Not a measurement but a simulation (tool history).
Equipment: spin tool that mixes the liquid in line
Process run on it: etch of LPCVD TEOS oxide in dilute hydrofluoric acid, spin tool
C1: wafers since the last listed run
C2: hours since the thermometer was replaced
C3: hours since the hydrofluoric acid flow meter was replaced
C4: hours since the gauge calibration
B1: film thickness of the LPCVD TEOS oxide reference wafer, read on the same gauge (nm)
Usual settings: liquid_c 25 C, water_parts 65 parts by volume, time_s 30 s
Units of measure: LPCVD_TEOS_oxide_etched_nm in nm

Run 1, hour 0: usual settings; C1 0; C2 229.4; C3 1547.9; C4 262.4; B1 149.97. Result: LPCVD_TEOS_oxide_etched_nm 15.63 nm.
Run 2, hour 85.2: usual settings; C1 1058; C2 314.6; C3 1633.1; C4 347.6; B1 150. Result: LPCVD_TEOS_oxide_etched_nm 15.47 nm.
Run 3, hour 177.4: usual settings; C1 1145; C2 406.8; C3 1725.3; C4 439.8; B1 150.01. Result: LPCVD_TEOS_oxide_etched_nm 15.64 nm.
Run 4, hour 255.1: usual settings; C1 965; C2 484.5; C3 1803; C4 517.5; B1 149.98. Result: LPCVD_TEOS_oxide_etched_nm 15.53 nm.
Run 5, hour 344: usual settings; C1 1104; C2 573.4; C3 1891.9; C4 606.4; B1 150.02. Result: LPCVD_TEOS_oxide_etched_nm 15.55 nm.
Run 6, hour 430.2: usual settings; C1 1070; C2 659.6; C3 1978.1; C4 692.6; B1 149.99. Result: LPCVD_TEOS_oxide_etched_nm 15.38 nm.
Run 7, hour 533.2: usual settings; C1 1279; C2 762.6; C3 2081.1; C4 795.6; B1 150.01. Result: LPCVD_TEOS_oxide_etched_nm 15.56 nm.
Run 8, hour 600: usual settings but liquid_c 21 C; C1 829; C2 829.4; C3 2147.9; C4 862.4; B1 150.02. Result: LPCVD_TEOS_oxide_etched_nm 13.25 nm.
Run 9, hour 652: usual settings; C1 645; C2 881.4; C3 2199.9; C4 914.4; B1 150. Result: LPCVD_TEOS_oxide_etched_nm 15.58 nm.
Run 10, hour 701.1: usual settings but liquid_c 24 C; C1 609; C2 930.5; C3 2249; C4 963.5; B1 149.98. Result: LPCVD_TEOS_oxide_etched_nm 14.96 nm.
Run 11, hour 749.9: usual settings; C1 606; C2 979.3; C3 2297.8; C4 1012.3; B1 150. Result: LPCVD_TEOS_oxide_etched_nm 15.55 nm.
Run 12, hour 825.4: usual settings; C1 937; C2 1054.8; C3 2373.3; C4 1087.8; B1 150.04. Result: LPCVD_TEOS_oxide_etched_nm 15.65 nm.
At hour 850.6: thermometer replaced.
At hour 885.3: hydrofluoric acid flow meter replaced.
Run 13, hour 914.5: usual settings; C1 1082; C2 63.9; C3 29.2; C4 1176.9; B1 150. Result: LPCVD_TEOS_oxide_etched_nm 15.55 nm.
Run 14, hour 983.2: usual settings; C1 853; C2 132.6; C3 97.9; C4 1245.6; B1 149.99. Result: LPCVD_TEOS_oxide_etched_nm 15.46 nm.
Run 15, hour 1072: usual settings but liquid_c 24 C; C1 1103; C2 221.4; C3 186.7; C4 1334.4; B1 150. Result: LPCVD_TEOS_oxide_etched_nm 14.93 nm.
Run 16, hour 1136.3: usual settings; C1 798; C2 285.7; C3 251; C4 1398.7; B1 149.99. Result: LPCVD_TEOS_oxide_etched_nm 15.51 nm.
At hour 1421: gauge calibrated.
Run 17, hour 1439.1: usual settings but liquid_c 23 C, time_s 15 s; C1 3761; C2 588.5; C3 553.8; C4 18.1; B1 150.02. Result: LPCVD_TEOS_oxide_etched_nm 7.19 nm.
Run 18, hour 1528: usual settings; C1 1104; C2 677.4; C3 642.7; C4 107; B1 150.02. Result: LPCVD_TEOS_oxide_etched_nm 15.52 nm.
Run 19, hour 1588.3: usual settings but liquid_c 28.5 C; C1 749; C2 737.7; C3 703; C4 167.3; B1 149.99. Result: LPCVD_TEOS_oxide_etched_nm 17.74 nm.
Run 20, hour 1667.1: usual settings; C1 978; C2 816.5; C3 781.8; C4 246.1; B1 150. Result: LPCVD_TEOS_oxide_etched_nm 15.59 nm.
Run 21, hour 1738.6: usual settings but liquid_c 23 C; C1 888; C2 888; C3 853.3; C4 317.6; B1 149.96. Result: LPCVD_TEOS_oxide_etched_nm 14.38 nm.
Run 22, hour 1803.3: usual settings but water_parts 80 parts by volume, time_s 15 s; C1 803; C2 952.7; C3 918; C4 382.3; B1 149.99. Result: LPCVD_TEOS_oxide_etched_nm 6.18 nm.
Run 23, hour 1911: usual settings but liquid_c 29.5 C, water_parts 80 parts by volume, time_s 50 s; C1 1337; C2 1060.4; C3 1025.7; C4 490; B1 149.99. Result: LPCVD_TEOS_oxide_etched_nm 24.7 nm.
At hour 1965.4: thermometer replaced.
Run 24, hour 1976.3: usual settings but liquid_c 20 C, water_parts 35 parts by volume, time_s 50 s; C1 798; C2 10.9; C3 1091; C4 555.3; B1 150.01. Result: LPCVD_TEOS_oxide_etched_nm 40.55 nm.
Run 25, hour 2118.7: usual settings; C1 1769; C2 153.3; C3 1233.4; C4 697.7; B1 150.02. Result: LPCVD_TEOS_oxide_etched_nm 15.65 nm.
Run 26, hour 2168.8: usual settings but time_s 15 s; C1 622; C2 203.4; C3 1283.5; C4 747.8; B1 149.98. Result: LPCVD_TEOS_oxide_etched_nm 7.73 nm.
Run 27, hour 2232.5: usual settings but water_parts 85 parts by volume; C1 791; C2 267.1; C3 1347.2; C4 811.5; B1 149.98. Result: LPCVD_TEOS_oxide_etched_nm 11.56 nm.
Run 28, hour 2435.9: usual settings but liquid_c 22 C, water_parts 55 parts by volume; C1 2526; C2 470.5; C3 1550.6; C4 1014.9; B1 150.01. Result: LPCVD_TEOS_oxide_etched_nm 16.58 nm.
Run 29, hour 2526.8: usual settings but liquid_c 27 C, water_parts 90 parts by volume; C1 1129; C2 561.4; C3 1641.5; C4 1105.8; B1 150.02. Result: LPCVD_TEOS_oxide_etched_nm 11.79 nm.

Describe how what the log doesn't record of the tool's condition differs between the last listed run preceding each entry between runs and the first listed run following it.
After run 12, before run 13: thermometer replaced (hour 850.6); hydrofluoric acid flow meter replaced (hour 885.3)
  both runs share identical hidden conditions
After run 16, before run 17: gauge calibrated (hour 1421)
  both runs share identical hidden conditions
After run 23, before run 24: thermometer replaced (hour 1965.4)
  both runs share identical hidden conditions
